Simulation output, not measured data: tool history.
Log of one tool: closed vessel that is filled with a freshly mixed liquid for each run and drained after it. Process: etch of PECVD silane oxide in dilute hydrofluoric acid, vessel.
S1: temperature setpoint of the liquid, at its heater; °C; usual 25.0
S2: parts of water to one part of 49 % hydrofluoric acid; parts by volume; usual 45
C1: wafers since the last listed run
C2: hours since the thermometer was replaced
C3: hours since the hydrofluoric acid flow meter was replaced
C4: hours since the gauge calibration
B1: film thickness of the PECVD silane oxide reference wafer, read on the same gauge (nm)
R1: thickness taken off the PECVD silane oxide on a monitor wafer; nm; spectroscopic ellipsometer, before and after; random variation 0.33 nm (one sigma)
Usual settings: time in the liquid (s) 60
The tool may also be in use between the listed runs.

Run 1, hour 0.0: usual settings; C1 0; C2 806.2; C3 1845.6; C4 14.1; B1 119.99. Result: R1 77.57 nm.
Run 2, hour 13.2: usual settings; C1 1667; C2 819.4; C3 1858.8; C4 27.3; B1 119.99. Result: R1 77.90 nm.
Run 3, hour 29.9: usual settings; C1 2109; C2 836.1; C3 1875.5; C4 44.0; B1 119.99. Result: R1 78.58 nm.
Run 4, hour 46.9: usual settings but S1 28.5 °C; C1 2147; C2 853.1; C3 1892.5; C4 61.0; B1 120.01. Result: R1 90.06 nm.
Run 5, hour 63.0: usual settings but S1 28.5 °C; C1 2033; C2 869.2; C3 1908.6; C4 77.1; B1 119.99. Result: R1 90.44 nm.
Run 6, hour 73.6: usual settings; C1 1339; C2 879.8; C3 1919.2; C4 87.7; B1 120.00. Result: R1 79.19 nm.
At hour 89.5: hydrofluoric acid flow meter replaced.
Run 7, hour 113.1: usual settings; C1 4863; C2 919.3; C3 23.6; C4 127.2; B1 119.99. Result: R1 79.04 nm.
Run 8, hour 128.1: usual settings but S2 50 parts by volume, time in the liquid (s) 85; C1 1894; C2 934.3; C3 38.6; C4 142.2; B1 119.98. Result: R1 100.53 nm.
Run 9, hour 139.9: usual settings but S2 50 parts by volume, time in the liquid (s) 85; C1 1490; C2 946.1; C3 50.4; C4 154.0; B1 119.99. Result: R1 101.20 nm.
Run 10, hour 149.3: usual settings; C1 1187; C2 955.5; C3 59.8; C4 163.4; B1 120.00. Result: R1 79.22 nm.
At hour 155.5: thermometer replaced.
Run 11, hour 162.1: usual settings but S1 27.0 °C, S2 60 parts by volume, time in the liquid (s) 85; C1 1490; C2 6.6; C3 72.6; C4 176.2; B1 120.00. Result: R1 80.99 nm.
At hour 168.3: gauge calibrated.
Run 12, hour 200.9: usual settings; C1 4901; C2 45.4; C3 111.4; C4 32.6; B1 120.00. Result: R1 72.99 nm.
Run 13, hour 208.8: usual settings but S1 30.0 °C, S2 30 parts by volume, time in the liquid (s) 30; C1 998; C2 53.3; C3 119.3; C4 40.5; B1 119.99. Result: R1 68.12 nm.
Run 14, hour 221.1: usual settings but S1 28.5 °C, S2 65 parts by volume; C1 1553; C2 65.6; C3 131.6; C4 52.8; B1 120.00. Result: R1 55.97 nm.
Run 15, hour 235.0: usual settings but S2 50 parts by volume, time in the liquid (s) 35; C1 1755; C2 79.5; C3 145.5; C4 66.7; B1 120.03. Result: R1 37.98 nm.
Run 16, hour 250.9: usual settings but S1 30.0 °C, S2 30 parts by volume, time in the liquid (s) 30; C1 2008; C2 95.4; C3 161.4; C4 82.6; B1 119.99. Result: R1 68.40 nm.
Run 17, hour 263.1: usual settings but S1 28.0 °C, time in the liquid (s) 85; C1 1541; C2 107.6; C3 173.6; C4 94.8; B1 119.99. Result: R1 116.70 nm.
Run 18, hour 273.8: usual settings but S1 29.0 °C; C1 1351; C2 118.3; C3 184.3; C4 105.5; B1 120.02. Result: R1 85.63 nm.
Run 19, hour 283.9: usual settings but S2 35 parts by volume, time in the liquid (s) 80; C1 1275; C2 128.4; C3 194.4; C4 115.6; B1 120.02. Result: R1 127.78 nm.

Forecast each of these 5 alternatives for the next run:
Run A, hour 284.6: usual settings; C1 88; C2 129.1; C3 195.1; C4 116.3; B1 ?. Result: R1 ?.
Run B, hour 284.6: usual settings but S2 30 parts by volume, time in the liquid (s) 80; C1 88; C2 129.1; C3 195.1; C4 116.3; B1 ?. Result: R1 ?.
Run C, hour 284.6: usual settings but time in the liquid (s) 45; C1 88; C2 129.1; C3 195.1; C4 116.3; B1 ?. Result: R1 ?.
Run D, hour 284.6: usual settings but S1 21.5 °C, S2 25 parts by volume, time in the liquid (s) 35; C1 88; C2 129.1; C3 195.1; C4 116.3; B1 ?. Result: R1 ?.
Run E, hour 284.6: usual settings but time in the liquid (s) 40; C1 88; C2 129.1; C3 195.1; C4 116.3; B1 ?. Result: R1 ?.

run      B1      R1
  A  120.01   73.37
  B  120.01  149.84
  C  120.01   55.03
  D  120.01   68.36
  E  120.01   48.91
Without the tool's hidden state the same runs would have given:
run      R1
  A   71.97
  B  146.95
  C   53.98
  D   67.00
  E   47.98

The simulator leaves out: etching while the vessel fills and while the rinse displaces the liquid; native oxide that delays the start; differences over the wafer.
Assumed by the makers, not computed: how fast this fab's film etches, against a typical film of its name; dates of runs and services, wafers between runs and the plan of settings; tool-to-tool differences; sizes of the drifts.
